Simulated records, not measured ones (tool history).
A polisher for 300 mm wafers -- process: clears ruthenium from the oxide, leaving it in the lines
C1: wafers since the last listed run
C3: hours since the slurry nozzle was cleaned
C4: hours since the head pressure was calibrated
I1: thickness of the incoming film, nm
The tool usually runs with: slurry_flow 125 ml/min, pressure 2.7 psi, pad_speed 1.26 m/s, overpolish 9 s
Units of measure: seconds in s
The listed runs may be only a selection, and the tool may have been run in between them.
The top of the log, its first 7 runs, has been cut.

run 8 hour=93.3 | slurry_flow=125 pressure=2.7 pad_speed=1.26 overpolish=9 | C1=90 wafers_polished_on_this_pad=448 C3=427.0 C4=568.0 | I1=100.3 | seconds=44.4
run 9 hour=111.2 | slurry_flow=125 pressure=2.3 pad_speed=1.26 overpolish=9 | C1=117 wafers_polished_on_this_pad=565 C3=444.9 C4=585.9 | I1=98.2 | seconds=50.6
run 10 hour=129.0 | slurry_flow=125 pressure=2.3 pad_speed=1.26 overpolish=9 | C1=116 wafers_polished_on_this_pad=682 C3=462.7 C4=603.7 | I1=99.3 | seconds=52.6
run 11 hour=135.2 | slurry_flow=125 pressure=2.3 pad_speed=1.26 overpolish=9 | C1=40 wafers_polished_on_this_pad=723 C3=468.9 C4=609.9 | I1=99.0 | seconds=51.4
run 12 hour=152.2 | slurry_flow=125 pressure=2.7 pad_speed=1.26 overpolish=9 | C1=111 wafers_polished_on_this_pad=835 C3=485.9 C4=626.9 | I1=101.3 | seconds=46.3
-- hour=153.9 slurry nozzle cleaned
run 13 hour=160.4 | slurry_flow=125 pressure=2.7 pad_speed=1.04 overpolish=5 | C1=47 wafers_polished_on_this_pad=882 C3=6.5 C4=635.1 | I1=98.3 | seconds=48.8
run 14 hour=171.1 | slurry_flow=125 pressure=2.7 pad_speed=1.38 overpolish=9 | C1=70 wafers_polished_on_this_pad=952 C3=17.2 C4=645.8 | I1=100.7 | seconds=42.3
run 15 hour=186.1 | slurry_flow=125 pressure=2.7 pad_speed=1.26 overpolish=9 | C1=98 wafers_polished_on_this_pad=1051 C3=32.2 C4=660.8 | I1=101.0 | seconds=44.6
-- hour=202.8 worn pad replaced by a new one
run 16 hour=203.3 | slurry_flow=160 pressure=3.2 pad_speed=1.26 overpolish=6 | C1=86 wafers_polished_on_this_pad=3 C3=49.4 C4=678.0 | I1=100.7 | seconds=36.7
run 17 hour=208.9 | slurry_flow=125 pressure=2.7 pad_speed=1.26 overpolish=9 | C1=36 wafers_polished_on_this_pad=40 C3=55.0 C4=683.6 | I1=100.2 | seconds=45.4
run 18 hour=218.1 | slurry_flow=90 pressure=1.9 pad_speed=1.02 overpolish=6 | C1=60 wafers_polished_on_this_pad=100 C3=64.2 C4=692.8 | I1=101.4 | seconds=78.2
run 19 hour=224.2 | slurry_flow=115 pressure=2.7 pad_speed=1.26 overpolish=9 | C1=40 wafers_polished_on_this_pad=140 C3=70.3 C4=698.9 | I1=98.8 | seconds=45.5
run 20 hour=237.5 | slurry_flow=125 pressure=2.7 pad_speed=1.04 overpolish=5 | C1=87 wafers_polished_on_this_pad=228 C3=83.6 C4=712.2 | I1=100.8 | seconds=50.8
run 21 hour=250.7 | slurry_flow=125 pressure=2.7 pad_speed=1.26 overpolish=9 | C1=86 wafers_polished_on_this_pad=314 C3=96.8 C4=725.4 | I1=100.8 | seconds=45.4
run 22 hour=267.6 | slurry_flow=125 pressure=2.7 pad_speed=1.26 overpolish=9 | C1=111 wafers_polished_on_this_pad=425 C3=113.7 C4=742.3 | I1=98.0 | seconds=44.2
run 23 hour=274.1 | slurry_flow=85 pressure=2.7 pad_speed=1.62 overpolish=8 | C1=42 wafers_polished_on_this_pad=468 C3=120.2 C4=748.8 | I1=99.4 | seconds=41.5
run 24 hour=286.1 | slurry_flow=125 pressure=2.7 pad_speed=1.50 overpolish=9 | C1=78 wafers_polished_on_this_pad=547 C3=132.2 C4=760.8 | I1=101.2 | seconds=41.6
-- hour=300.3 head pressure recalibrated
run 25 hour=327.9 | slurry_flow=150 pressure=3.0 pad_speed=1.26 overpolish=9 | C1=261 wafers_polished_on_this_pad=809 C3=174.0 C4=27.6 | I1=99.4 | seconds=39.8
run 26 hour=342.5 | slurry_flow=125 pressure=2.7 pad_speed=1.26 overpolish=9 | C1=95 wafers_polished_on_this_pad=904 C3=188.6 C4=42.2 | I1=99.3 | seconds=43.5
run 27 hour=354.7 | slurry_flow=125 pressure=2.7 pad_speed=1.26 overpolish=5 | C1=80 wafers_polished_on_this_pad=985 C3=200.8 C4=54.4 | I1=98.7 | seconds=44.0

Run 28 is up next; what results do you expect?
run 28 hour=368.3 | slurry_flow=125 pressure=2.7 pad_speed=1.26 overpolish=9 | C1=89 wafers_polished_on_this_pad=1074 C3=214.4 C4=68.0 | I1=99.4 | seconds=?

{"run 28": {"seconds": 43.8}}
With no hidden state in the tool, this same run would have given seconds 43.8 s.
